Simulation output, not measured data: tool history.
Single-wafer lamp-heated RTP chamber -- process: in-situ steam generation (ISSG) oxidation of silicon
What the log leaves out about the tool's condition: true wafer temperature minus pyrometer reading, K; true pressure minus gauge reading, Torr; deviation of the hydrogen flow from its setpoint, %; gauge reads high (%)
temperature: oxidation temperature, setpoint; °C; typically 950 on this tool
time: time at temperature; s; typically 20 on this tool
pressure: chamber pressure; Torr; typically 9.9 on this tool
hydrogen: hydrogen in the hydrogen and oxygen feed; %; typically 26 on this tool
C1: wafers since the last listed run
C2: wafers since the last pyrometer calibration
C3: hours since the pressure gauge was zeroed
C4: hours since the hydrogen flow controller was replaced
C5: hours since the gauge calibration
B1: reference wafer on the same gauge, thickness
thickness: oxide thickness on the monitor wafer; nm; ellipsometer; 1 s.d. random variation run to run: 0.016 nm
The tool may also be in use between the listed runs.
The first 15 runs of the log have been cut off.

run 16 day=12.908 | temperature=950 time=16 pressure=10.2 hydrogen=26 | C1=131 C2=579 C3=49.2 C4=6105.8 C5=77.7 | B1=3.754 | thickness=4.028
run 17 day=13.583 | temperature=950 time=20 pressure=9.9 hydrogen=26 | C1=153 C2=733 C3=65.4 C4=6122 C5=93.9 | B1=3.762 | thickness=4.407
run 18 day=14.629 | temperature=950 time=18 pressure=10.2 hydrogen=32 | C1=238 C2=971 C3=90.5 C4=6147.1 C5=119 | B1=3.758 | thickness=4.412
run 19 day=15.971 | temperature=950 time=20 pressure=9.9 hydrogen=26 | C1=305 C2=1277 C3=122.7 C4=6179.3 C5=151.2 | B1=3.761 | thickness=4.416
run 20 day=16.854 | temperature=944 time=20 pressure=9.9 hydrogen=26 | C1=201 C2=1478 C3=143.9 C4=6200.5 C5=172.4 | B1=3.759 | thickness=4.348
-- day=17.258 hydrogen flow controller replaced
run 21 day=18.346 | temperature=945 time=25 pressure=10.2 hydrogen=32 | C1=263 C2=1742 C3=179.7 C4=26.1 C5=208.2 | B1=3.761 | thickness=4.986
run 22 day=19.408 | temperature=950 time=26 pressure=9.9 hydrogen=26 | C1=241 C2=1984 C3=205.2 C4=51.6 C5=233.7 | B1=3.761 | thickness=4.953
run 23 day=20.138 | temperature=969 time=20 pressure=9.9 hydrogen=26 | C1=166 C2=2150 C3=222.7 C4=69.1 C5=251.2 | B1=3.764 | thickness=4.749
run 24 day=21.15 | temperature=950 time=20 pressure=9.9 hydrogen=20 | C1=230 C2=2380 C3=247 C4=93.4 C5=275.5 | B1=3.761 | thickness=4.203
run 25 day=22.121 | temperature=956 time=24 pressure=9.2 hydrogen=17 | C1=221 C2=2601 C3=270.3 C4=116.7 C5=298.8 | B1=3.758 | thickness=4.512
-- day=22.667 pyrometer window cleaned and pyrometer calibrated
run 26 day=22.888 | temperature=950 time=20 pressure=9.9 hydrogen=26 | C1=98 C2=50 C3=288.7 C4=135.1 C5=317.2 | B1=3.759 | thickness=4.349
run 27 day=24.154 | temperature=934 time=23 pressure=9.9 hydrogen=26 | C1=288 C2=338 C3=319.1 C4=165.5 C5=347.6 | B1=3.761 | thickness=4.422
run 28 day=24.925 | temperature=968 time=20 pressure=9.9 hydrogen=17 | C1=175 C2=514 C3=337.6 C4=184 C5=366.1 | B1=3.761 | thickness=4.25
run 29 day=25.888 | temperature=958 time=20 pressure=9.9 hydrogen=26 | C1=219 C2=733 C3=360.7 C4=207.1 C5=389.2 | B1=3.763 | thickness=4.515
run 30 day=26.392 | temperature=950 time=20 pressure=9.9 hydrogen=26 | C1=114 C2=848 C3=372.8 C4=219.2 C5=401.3 | B1=3.757 | thickness=4.423

Forecast each of these 5 alternatives for the next run:
run A day=26.408 | temperature=950 time=20 pressure=9.9 hydrogen=29 | C1=3 C2=852 C3=373.2 C4=219.6 C5=401.7 | B1=? | thickness=?
run B day=26.408 | temperature=941 time=13 pressure=10.2 hydrogen=31 | C1=3 C2=852 C3=373.2 C4=219.6 C5=401.7 | B1=? | thickness=?
run C day=26.408 | temperature=950 time=27 pressure=9.9 hydrogen=26 | C1=3 C2=852 C3=373.2 C4=219.6 C5=401.7 | B1=? | thickness=?
run D day=26.408 | temperature=968 time=26 pressure=9.2 hydrogen=17 | C1=3 C2=852 C3=373.2 C4=219.6 C5=401.7 | B1=? | thickness=?
run E day=26.408 | temperature=956 time=23 pressure=9.5 hydrogen=26 | C1=3 C2=852 C3=373.2 C4=219.6 C5=401.7 | B1=? | thickness=?

run=A B1=3.763 thickness=4.482
run=B B1=3.763 thickness=3.738
run=C B1=3.763 thickness=4.968
run=D B1=3.763 thickness=4.817
run=E B1=3.763 thickness=4.766
With no hidden state in the tool, these same runs would have given:
run=A thickness=4.417
run=B thickness=3.695
run=C thickness=4.889
run=D thickness=4.734
run=E thickness=4.691
